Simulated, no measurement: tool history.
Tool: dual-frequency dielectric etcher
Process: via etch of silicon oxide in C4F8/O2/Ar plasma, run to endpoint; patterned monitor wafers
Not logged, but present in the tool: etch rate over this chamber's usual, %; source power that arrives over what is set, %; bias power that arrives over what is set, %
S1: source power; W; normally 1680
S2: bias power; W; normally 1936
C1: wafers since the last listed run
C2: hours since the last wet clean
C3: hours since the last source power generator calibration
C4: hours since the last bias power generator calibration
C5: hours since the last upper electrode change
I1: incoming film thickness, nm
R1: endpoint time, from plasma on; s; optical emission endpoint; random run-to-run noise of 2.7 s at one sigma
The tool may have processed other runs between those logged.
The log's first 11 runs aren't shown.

At hour 834.5: wet clean of the chamber.
Run 12, hour 845.2: usual settings; C1 102; C2 10.7; C3 418.3; C4 236.0; C5 2219.0; I1 1501.8. Result: R1 338.6 s.
Run 13, hour 887.5: usual settings but S2 1569 W; C1 211; C2 53.0; C3 460.6; C4 278.3; C5 2261.3; I1 1505.3. Result: R1 367.5 s.
Run 14, hour 981.7: usual settings but S1 1430 W, S2 1619 W; C1 471; C2 147.2; C3 554.8; C4 372.5; C5 2355.5; I1 1490.2. Result: R1 380.8 s.
Run 15, hour 1042.5: usual settings but S1 1980 W; C1 304; C2 208.0; C3 615.6; C4 433.3; C5 2416.3; I1 1507.4. Result: R1 323.2 s.
Run 16, hour 1119.0: usual settings but S1 1380 W, S2 1686 W; C1 382; C2 284.5; C3 692.1; C4 509.8; C5 2492.8; I1 1499.2. Result: R1 389.6 s.
Run 17, hour 1170.9: usual settings but S1 1870 W, S2 2273 W; C1 259; C2 336.4; C3 744.0; C4 561.7; C5 2544.7; I1 1502.6. Result: R1 310.3 s.
Run 18, hour 1258.0: usual settings but S1 1940 W, S2 2099 W; C1 435; C2 423.5; C3 831.1; C4 648.8; C5 2631.8; I1 1505.8. Result: R1 312.8 s.
Run 19, hour 1325.4: usual settings but S1 1890 W, S2 1496 W; C1 337; C2 490.9; C3 898.5; C4 716.2; C5 2699.2; I1 1493.9. Result: R1 346.6 s.
Run 20, hour 1617.7: usual settings but S2 2182 W; C1 1462; C2 783.2; C3 1190.8; C4 1008.5; C5 2991.5; I1 1520.9. Result: R1 338.3 s.
At hour 1649.2: wet clean of the chamber.
Run 21, hour 1690.4: usual settings but S2 2367 W; C1 243; C2 41.2; C3 1263.5; C4 1081.2; C5 3064.2; I1 1515.7. Result: R1 329.0 s.
At hour 1800.0: upper electrode replaced.
Run 22, hour 1800.5: usual settings; C1 430; C2 151.3; C3 1373.6; C4 1191.3; C5 0.5; I1 1502.7. Result: R1 341.3 s.
Run 23, hour 1862.7: usual settings but S2 1648 W; C1 311; C2 213.5; C3 1435.8; C4 1253.5; C5 62.7; I1 1503.0. Result: R1 359.3 s.
Run 24, hour 1922.9: usual settings; C1 301; C2 273.7; C3 1496.0; C4 1313.7; C5 122.9; I1 1495.4. Result: R1 338.8 s.
Run 25, hour 1964.2: usual settings but S1 1900 W, S2 2296 W; C1 206; C2 315.0; C3 1537.3; C4 1355.0; C5 164.2; I1 1484.3. Result: R1 306.7 s.
Run 26, hour 2009.8: usual settings but S1 1440 W; C1 228; C2 360.6; C3 1582.9; C4 1400.6; C5 209.8; I1 1503.3. Result: R1 369.9 s.
Run 27, hour 2047.1: usual settings but S1 1400 W; C1 186; C2 397.9; C3 1620.2; C4 1437.9; C5 247.1; I1 1512.3. Result: R1 378.7 s.
Run 28, hour 2103.7: usual settings but S1 2000 W, S2 1793 W; C1 283; C2 454.5; C3 1676.8; C4 1494.5; C5 303.7; I1 1504.7. Result: R1 318.3 s.
Run 29, hour 2200.6: usual settings but S2 1590 W; C1 484; C2 551.4; C3 1773.7; C4 1591.4; C5 400.6; I1 1486.5. Result: R1 355.7 s.
Run 30, hour 2246.2: usual settings but S1 1930 W, S2 2367 W; C1 228; C2 597.0; C3 1819.3; C4 1637.0; C5 446.2; I1 1516.9. Result: R1 312.6 s.
At hour 2340.1: wet clean of the chamber.
Run 31, hour 2343.5: usual settings but S1 2090 W; C1 366; C2 3.4; C3 1916.6; C4 1734.3; C5 543.5; I1 1498.4. Result: R1 309.3 s.
Run 32, hour 2413.2: usual settings; C1 348; C2 73.1; C3 1986.3; C4 1804.0; C5 613.2; I1 1479.7. Result: R1 341.6 s.
Run 33, hour 2582.9: usual settings; C1 848; C2 242.8; C3 2156.0; C4 1973.7; C5 782.9; I1 1499.7. Result: R1 342.3 s.
Run 34, hour 2620.1: usual settings but S1 1900 W, S2 2296 W; C1 186; C2 280.0; C3 2193.2; C4 2010.9; C5 820.1; I1 1497.5. Result: R1 306.8 s.
Run 35, hour 2667.5: usual settings but S1 1270 W, S2 2221 W; C1 237; C2 327.4; C3 2240.6; C4 2058.3; C5 867.5; I1 1511.7. Result: R1 381.8 s.
Run 36, hour 2740.4: usual settings; C1 364; C2 400.3; C3 2313.5; C4 2131.2; C5 940.4; I1 1496.4. Result: R1 341.7 s.

Branching from run 36: 3 alternative next runs. What would each branch give?
Run A, hour 2740.9: usual settings; C1 2; C2 400.8; C3 2314.0; C4 2131.7; C5 940.9; I1 1505.3. Result: R1 ?.
Run B, hour 2740.9: usual settings but S1 2080 W, S2 1723 W; C1 2; C2 400.8; C3 2314.0; C4 2131.7; C5 940.9; I1 1505.3. Result: R1 ?.
Run C, hour 2740.9: usual settings but S1 1330 W, S2 1557 W; C1 2; C2 400.8; C3 2314.0; C4 2131.7; C5 940.9; I1 1505.3. Result: R1 ?.

run     R1
  A  344.7
  B  321.0
  C  410.5
Had the tool no hidden state, the same runs would have come out as:
run     R1
  A  344.7
  B  321.0
  C  410.5
